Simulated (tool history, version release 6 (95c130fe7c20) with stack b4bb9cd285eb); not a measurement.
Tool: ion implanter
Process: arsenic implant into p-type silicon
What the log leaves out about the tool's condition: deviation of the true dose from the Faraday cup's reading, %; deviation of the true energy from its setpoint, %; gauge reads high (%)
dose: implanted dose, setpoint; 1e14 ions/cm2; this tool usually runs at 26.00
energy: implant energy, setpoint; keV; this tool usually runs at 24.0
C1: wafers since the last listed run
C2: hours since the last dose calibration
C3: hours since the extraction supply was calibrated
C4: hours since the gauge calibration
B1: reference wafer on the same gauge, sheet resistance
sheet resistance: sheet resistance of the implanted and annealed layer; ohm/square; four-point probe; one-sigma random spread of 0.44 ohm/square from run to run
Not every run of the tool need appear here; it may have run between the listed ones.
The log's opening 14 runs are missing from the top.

run 15 hour=967.7 | dose=26.00 energy=24.0 | C1=2219 C2=1374.5 C3=354.8 C4=3180.2 | B1=87.03 | sheet_resistance=101.78
run 16 hour=1070.2 | dose=26.00 energy=24.0 | C1=3950 C2=1477.0 C3=457.3 C4=3282.7 | B1=86.99 | sheet_resistance=100.34
-- hour=1127.2 gauge calibrated
run 17 hour=1130.7 | dose=20.88 energy=32.0 | C1=2331 C2=1537.5 C3=517.8 C4=3.5 | B1=87.01 | sheet_resistance=89.20
run 18 hour=1183.9 | dose=26.00 energy=24.0 | C1=2050 C2=1590.7 C3=571.0 C4=56.7 | B1=86.83 | sheet_resistance=100.97
run 19 hour=1226.2 | dose=20.03 energy=32.0 | C1=1630 C2=1633.0 C3=613.3 C4=99.0 | B1=87.04 | sheet_resistance=89.98
run 20 hour=1306.3 | dose=32.03 energy=28.0 | C1=3086 C2=1713.1 C3=693.4 C4=179.1 | B1=87.03 | sheet_resistance=89.83
run 21 hour=1536.2 | dose=19.69 energy=21.0 | C1=8859 C2=1943.0 C3=923.3 C4=409.0 | B1=87.04 | sheet_resistance=111.23
run 22 hour=1600.5 | dose=28.07 energy=16.5 | C1=2478 C2=2007.3 C3=987.6 C4=473.3 | B1=86.91 | sheet_resistance=120.11
run 23 hour=1657.2 | dose=26.00 energy=24.0 | C1=2185 C2=2064.0 C3=1044.3 C4=530.0 | B1=86.94 | sheet_resistance=100.74
-- hour=1666.9 Faraday cup replaced and dose calibrated
run 24 hour=1725.9 | dose=26.00 energy=24.0 | C1=2339 C2=59.0 C3=1113.0 C4=598.7 | B1=87.01 | sheet_resistance=100.10
run 25 hour=1768.5 | dose=26.00 energy=24.0 | C1=1641 C2=101.6 C3=1155.6 C4=641.3 | B1=87.01 | sheet_resistance=99.71
run 26 hour=1805.3 | dose=18.38 energy=24.0 | C1=1418 C2=138.4 C3=1192.4 C4=678.1 | B1=86.95 | sheet_resistance=105.55
run 27 hour=1882.2 | dose=31.13 energy=21.0 | C1=2963 C2=215.3 C3=1269.3 C4=755.0 | B1=87.00 | sheet_resistance=106.30
run 28 hour=1947.6 | dose=28.13 energy=20.5 | C1=2520 C2=280.7 C3=1334.7 C4=820.4 | B1=87.10 | sheet_resistance=108.63
run 29 hour=2013.5 | dose=21.30 energy=21.5 | C1=2539 C2=346.6 C3=1400.6 C4=886.3 | B1=87.06 | sheet_resistance=108.84
run 30 hour=2082.9 | dose=26.00 energy=24.0 | C1=2674 C2=416.0 C3=1470.0 C4=955.7 | B1=86.95 | sheet_resistance=100.06
run 31 hour=2171.3 | dose=32.40 energy=31.0 | C1=3406 C2=504.4 C3=1558.4 C4=1044.1 | B1=86.92 | sheet_resistance=84.67
run 32 hour=2217.9 | dose=19.59 energy=29.0 | C1=1795 C2=551.0 C3=1605.0 C4=1090.7 | B1=86.96 | sheet_resistance=94.35
run 33 hour=2278.2 | dose=31.72 energy=18.5 | C1=2323 C2=611.3 C3=1665.3 C4=1151.0 | B1=86.91 | sheet_resistance=111.87
run 34 hour=2363.4 | dose=33.21 energy=20.5 | C1=3283 C2=696.5 C3=1750.5 C4=1236.2 | B1=86.96 | sheet_resistance=105.44
run 35 hour=2446.5 | dose=18.76 energy=19.5 | C1=3202 C2=779.6 C3=1833.6 C4=1319.3 | B1=86.97 | sheet_resistance=116.52
run 36 hour=2545.7 | dose=26.00 energy=24.0 | C1=3823 C2=878.8 C3=1932.8 C4=1418.5 | B1=87.09 | sheet_resistance=99.28

5 options for the next run, each taken on its own from the tool as it stands now. Forecast them:
run A hour=2546.1 | dose=30.74 energy=24.0 | C1=15 C2=879.2 C3=1933.2 C4=1418.9 | B1=? | sheet_resistance=?
run B hour=2546.1 | dose=22.67 energy=32.0 | C1=15 C2=879.2 C3=1933.2 C4=1418.9 | B1=? | sheet_resistance=?
run C hour=2546.1 | dose=30.05 energy=24.0 | C1=15 C2=879.2 C3=1933.2 C4=1418.9 | B1=? | sheet_resistance=?
run D hour=2546.1 | dose=29.34 energy=21.0 | C1=15 C2=879.2 C3=1933.2 C4=1418.9 | B1=? | sheet_resistance=?
run E hour=2546.1 | dose=21.77 energy=26.5 | C1=15 C2=879.2 C3=1933.2 C4=1418.9 | B1=? | sheet_resistance=?

run=A B1=87.13 sheet_resistance=98.04
run=B B1=87.13 sheet_resistance=86.90
run=C B1=87.13 sheet_resistance=98.28
run=D B1=87.13 sheet_resistance=106.06
run=E B1=87.13 sheet_resistance=96.84
Without the tool's unlogged condition, the same runs would have read:
run=A sheet_resistance=99.93
run=B sheet_resistance=88.50
run=C sheet_resistance=100.17
run=D sheet_resistance=108.00
run=E sheet_resistance=98.62
